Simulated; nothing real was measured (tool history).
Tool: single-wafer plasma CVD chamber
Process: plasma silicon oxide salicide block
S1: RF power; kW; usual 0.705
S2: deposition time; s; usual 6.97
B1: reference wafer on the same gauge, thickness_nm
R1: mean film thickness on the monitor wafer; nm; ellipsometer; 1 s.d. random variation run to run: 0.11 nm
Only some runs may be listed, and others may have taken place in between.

run,hour,S1,S2,B1,R1
1,0.0,0.600,6.97,74.365,69.826
2,47.2,0.600,6.97,74.391,69.949
3,111.5,0.705,6.97,74.341,71.990
4,138.9,0.785,6.97,74.430,73.348
5,198.0,0.785,6.97,74.374,73.682
# hour 211.4: showerhead replaced
6,239.9,0.705,6.97,74.403,71.923
7,294.0,0.705,6.97,74.400,72.131
8,321.4,0.705,6.28,74.436,64.976
# hour 359.8: gauge calibrated
# hour 389.4: RF generator calibrated
9,389.9,0.630,5.69,74.435,57.709
10,424.0,0.705,6.97,74.424,72.095
11,454.4,0.810,5.93,74.411,62.845
12,508.0,0.705,6.97,74.443,72.019
13,569.9,0.660,5.76,74.454,58.876

For run 14, what comes out?
14,628.0,0.705,6.97,?,?

{"run 14": {"B1": 74.462, "R1": 72.015}}
If the tool had no hidden condition, the same run with the same run-to-run variation would have returned R1 72.015 nm.
